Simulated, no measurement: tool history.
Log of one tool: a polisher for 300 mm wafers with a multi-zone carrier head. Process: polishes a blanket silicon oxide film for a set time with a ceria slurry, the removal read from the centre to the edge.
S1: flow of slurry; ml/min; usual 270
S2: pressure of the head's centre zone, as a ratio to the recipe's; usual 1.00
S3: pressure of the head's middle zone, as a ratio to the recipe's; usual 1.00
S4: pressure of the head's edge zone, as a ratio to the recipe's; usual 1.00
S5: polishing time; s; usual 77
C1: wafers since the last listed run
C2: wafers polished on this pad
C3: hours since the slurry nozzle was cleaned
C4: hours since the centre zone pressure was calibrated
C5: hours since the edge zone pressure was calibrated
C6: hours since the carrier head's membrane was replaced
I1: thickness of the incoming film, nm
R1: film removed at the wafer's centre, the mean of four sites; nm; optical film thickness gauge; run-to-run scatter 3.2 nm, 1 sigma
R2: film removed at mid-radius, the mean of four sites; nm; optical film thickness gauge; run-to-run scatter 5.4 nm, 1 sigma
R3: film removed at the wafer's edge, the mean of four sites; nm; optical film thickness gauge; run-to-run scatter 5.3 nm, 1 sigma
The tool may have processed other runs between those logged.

Run 1, day 0.000: usual settings but S5 86 s; C1 0; C2 322; C3 698.2; C4 652.3; C5 856.6; C6 1296.1; I1 1662.2. Result: R1 604.6 nm, R2 670.6 nm, R3 681.0 nm.
Run 2, day 0.458: usual settings but S5 86 s; C1 92; C2 415; C3 709.2; C4 663.3; C5 867.6; C6 1307.1; I1 1661.4. Result: R1 600.4 nm, R2 657.4 nm, R3 685.5 nm.
Run 3, day 0.908: usual settings but S5 86 s; C1 91; C2 506; C3 720.0; C4 674.1; C5 878.4; C6 1317.9; I1 1654.8. Result: R1 597.4 nm, R2 658.7 nm, R3 657.6 nm.
Run 4, day 1.308: usual settings; C1 81; C2 587; C3 729.6; C4 683.7; C5 888.0; C6 1327.5; I1 1658.1. Result: R1 533.3 nm, R2 577.3 nm, R3 607.2 nm.
Run 5, day 1.571: usual settings but S1 320 ml/min, S4 1.03; C1 53; C2 640; C3 735.9; C4 690.0; C5 894.3; C6 1333.8; I1 1641.8. Result: R1 541.0 nm, R2 599.7 nm, R3 612.5 nm.
Run 6, day 1.967: usual settings but S1 320 ml/min, S4 1.03; C1 80; C2 720; C3 745.4; C4 699.5; C5 903.8; C6 1343.3; I1 1651.1. Result: R1 545.4 nm, R2 587.7 nm, R3 612.1 nm.
At day 2.288: slurry nozzle cleaned.
Run 7, day 2.308: usual settings but S1 320 ml/min, S4 1.03; C1 60; C2 781; C3 0.5; C4 707.7; C5 912.0; C6 1351.5; I1 1641.5. Result: R1 539.2 nm, R2 589.0 nm, R3 615.4 nm.
At day 2.567: carrier head's membrane replaced by a new one.
At day 2.596: edge zone pressure recalibrated.
At day 2.608: centre zone pressure recalibrated.
At day 2.804: worn pad replaced by a new one.
Run 8, day 2.825: usual settings but S1 300 ml/min, S3 0.97, S4 1.08, S5 94 s; C1 20; C2 4; C3 12.9; C4 5.2; C5 5.5; C6 6.2; I1 1628.0. Result: R1 805.8 nm, R2 767.7 nm, R3 823.1 nm.
Run 9, day 3.246: usual settings but S1 330 ml/min, S4 1.04; C1 85; C2 89; C3 23.0; C4 15.3; C5 15.6; C6 16.3; I1 1652.7. Result: R1 650.4 nm, R2 630.1 nm, R3 661.3 nm.
Run 10, day 3.525: usual settings but S1 330 ml/min; C1 56; C2 145; C3 29.7; C4 22.0; C5 22.3; C6 23.0; I1 1649.2. Result: R1 638.9 nm, R2 617.8 nm, R3 643.7 nm.
Run 11, day 3.871: usual settings but S1 180 ml/min; C1 70; C2 216; C3 38.0; C4 30.3; C5 30.6; C6 31.3; I1 1634.2. Result: R1 584.6 nm, R2 575.1 nm, R3 588.8 nm.
Run 12, day 4.446: usual settings; C1 116; C2 332; C3 51.8; C4 44.1; C5 44.4; C6 45.1; I1 1644.0. Result: R1 605.5 nm, R2 602.4 nm, R3 606.0 nm.
Run 13, day 4.758: usual settings but S5 69 s; C1 63; C2 395; C3 59.3; C4 51.6; C5 51.9; C6 52.6; I1 1669.3. Result: R1 544.1 nm, R2 538.0 nm, R3 546.0 nm.
Run 14, day 5.504: usual settings; C1 151; C2 547; C3 77.2; C4 69.5; C5 69.8; C6 70.5; I1 1646.0. Result: R1 596.3 nm, R2 594.7 nm, R3 594.3 nm.

Some steps in R1 between neighbouring runs. How much of each would the tool show without its hidden state too (settings, what came in, random variation), and how much is left for the hidden state, with any gauge scatter that isn't in both results?
The hidden state here: removal rate lost through wear of the pad, %; slurry flow missing at the pad, %; deviation of the centre zone's pressure from its setpoint, %; deviation of the edge zone's pressure from its setpoint, %.
Run 7 -> 8: S1 320 -> 300, S3 1.00 -> 0.97, S4 1.03 -> 1.08, S5 77 -> 94, carrier head's membrane replaced by a new one, edge zone pressure recalibrated, centre zone pressure recalibrated, worn pad replaced by a new one. R1 +266.6 nm: hidden state +121.9, all else +144.7.
